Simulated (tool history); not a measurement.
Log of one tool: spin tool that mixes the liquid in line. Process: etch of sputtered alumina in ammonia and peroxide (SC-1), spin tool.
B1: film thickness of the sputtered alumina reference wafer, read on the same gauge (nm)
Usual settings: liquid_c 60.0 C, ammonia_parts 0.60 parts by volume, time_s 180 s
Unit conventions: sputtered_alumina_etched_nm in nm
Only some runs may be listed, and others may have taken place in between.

{"run": 1, "hour": 0.0, "liquid_c": 57.5, "ammonia_parts": 0.6, "time_s": 180, "B1": 29.98, "sputtered_alumina_etched_nm": 13.55}
{"hour": 11.3, "done": "gauge calibrated"}
{"run": 2, "hour": 71.1, "liquid_c": 57.5, "ammonia_parts": 0.6, "time_s": 180, "B1": 30.01, "sputtered_alumina_etched_nm": 13.67}
{"run": 3, "hour": 141.5, "liquid_c": 57.5, "ammonia_parts": 0.6, "time_s": 180, "B1": 29.99, "sputtered_alumina_etched_nm": 13.63}
{"run": 4, "hour": 178.4, "liquid_c": 67.5, "ammonia_parts": 0.6, "time_s": 180, "B1": 30.01, "sputtered_alumina_etched_nm": 22.47}
{"run": 5, "hour": 213.7, "liquid_c": 67.5, "ammonia_parts": 0.6, "time_s": 180, "B1": 30.0, "sputtered_alumina_etched_nm": 22.55}
{"run": 6, "hour": 262.0, "liquid_c": 60.0, "ammonia_parts": 0.6, "time_s": 180, "B1": 30.01, "sputtered_alumina_etched_nm": 15.55}
{"hour": 289.2, "done": "heated supply line repaired"}
{"hour": 359.5, "done": "ammonia flow meter replaced"}
{"run": 7, "hour": 379.5, "liquid_c": 60.0, "ammonia_parts": 0.5, "time_s": 110, "B1": 29.98, "sputtered_alumina_etched_nm": 8.99}
{"hour": 431.7, "done": "thermometer replaced"}
{"run": 8, "hour": 436.5, "liquid_c": 53.5, "ammonia_parts": 0.3, "time_s": 130, "B1": 29.99, "sputtered_alumina_etched_nm": 7.18}
{"hour": 489.6, "done": "new drum of ammonia solution connected"}
{"run": 9, "hour": 507.0, "liquid_c": 56.5, "ammonia_parts": 0.7, "time_s": 135, "B1": 29.99, "sputtered_alumina_etched_nm": 9.54}
{"run": 10, "hour": 542.5, "liquid_c": 60.0, "ammonia_parts": 0.6, "time_s": 180, "B1": 30.01, "sputtered_alumina_etched_nm": 14.92}
{"run": 11, "hour": 598.3, "liquid_c": 60.0, "ammonia_parts": 0.6, "time_s": 215, "B1": 30.01, "sputtered_alumina_etched_nm": 17.8}
{"hour": 633.9, "done": "heated supply line repaired, repeated, since the last time left the tool worse"}
{"run": 12, "hour": 656.5, "liquid_c": 53.0, "ammonia_parts": 0.6, "time_s": 235, "B1": 30.01, "sputtered_alumina_etched_nm": 14.34}
{"run": 13, "hour": 727.6, "liquid_c": 60.0, "ammonia_parts": 0.6, "time_s": 180, "B1": 29.99, "sputtered_alumina_etched_nm": 15.85}
{"run": 14, "hour": 761.3, "liquid_c": 60.0, "ammonia_parts": 0.45, "time_s": 180, "B1": 30.01, "sputtered_alumina_etched_nm": 15.68}
{"run": 15, "hour": 812.4, "liquid_c": 53.0, "ammonia_parts": 0.4, "time_s": 70, "B1": 29.98, "sputtered_alumina_etched_nm": 4.16}
{"run": 16, "hour": 864.7, "liquid_c": 53.0, "ammonia_parts": 0.4, "time_s": 70, "B1": 29.98, "sputtered_alumina_etched_nm": 4.09}
{"run": 17, "hour": 892.9, "liquid_c": 66.0, "ammonia_parts": 0.5, "time_s": 180, "B1": 30.01, "sputtered_alumina_etched_nm": 21.21}
{"run": 18, "hour": 958.8, "liquid_c": 51.0, "ammonia_parts": 0.3, "time_s": 230, "B1": 29.99, "sputtered_alumina_etched_nm": 11.85}
{"run": 19, "hour": 993.4, "liquid_c": 60.0, "ammonia_parts": 0.5, "time_s": 110, "B1": 29.98, "sputtered_alumina_etched_nm": 9.49}
{"run": 20, "hour": 1046.8, "liquid_c": 60.0, "ammonia_parts": 0.35, "time_s": 180, "B1": 30.01, "sputtered_alumina_etched_nm": 15.1}
{"run": 21, "hour": 1078.0, "liquid_c": 60.0, "ammonia_parts": 0.9, "time_s": 180, "B1": 29.98, "sputtered_alumina_etched_nm": 16.47}
{"hour": 1125.2, "done": "ammonia flow meter replaced"}
{"run": 22, "hour": 1132.9, "liquid_c": 60.0, "ammonia_parts": 0.6, "time_s": 180, "B1": 30.0, "sputtered_alumina_etched_nm": 16.02}
{"run": 23, "hour": 1176.7, "liquid_c": 68.5, "ammonia_parts": 0.5, "time_s": 180, "B1": 29.99, "sputtered_alumina_etched_nm": 23.57}
{"hour": 1189.6, "done": "new drum of ammonia solution connected"}
{"hour": 1233.5, "done": "thermometer replaced"}
{"run": 24, "hour": 1253.8, "liquid_c": 50.5, "ammonia_parts": 0.75, "time_s": 220, "B1": 29.99, "sputtered_alumina_etched_nm": 12.05}
{"run": 25, "hour": 1289.0, "liquid_c": 52.0, "ammonia_parts": 0.6, "time_s": 180, "B1": 30.02, "sputtered_alumina_etched_nm": 10.44}

Forecast each of these 3 alternatives for the next run:
{"run": "A", "hour": 1289.5, "liquid_c": 60.0, "ammonia_parts": 0.85, "time_s": 180, "B1": "?", "sputtered_alumina_etched_nm": "?"}
{"run": "B", "hour": 1289.5, "liquid_c": 60.0, "ammonia_parts": 0.6, "time_s": 220, "B1": "?", "sputtered_alumina_etched_nm": "?"}
{"run": "C", "hour": 1289.5, "liquid_c": 51.5, "ammonia_parts": 0.6, "time_s": 180, "B1": "?", "sputtered_alumina_etched_nm": "?"}

run=A B1=30.00 sputtered_alumina_etched_nm=16.42
run=B B1=30.00 sputtered_alumina_etched_nm=19.42
run=C B1=30.00 sputtered_alumina_etched_nm=10.13
Had the tool no hidden state, the same runs would have come out as:
run=A sputtered_alumina_etched_nm=16.61
run=B sputtered_alumina_etched_nm=19.64
run=C sputtered_alumina_etched_nm=10.25
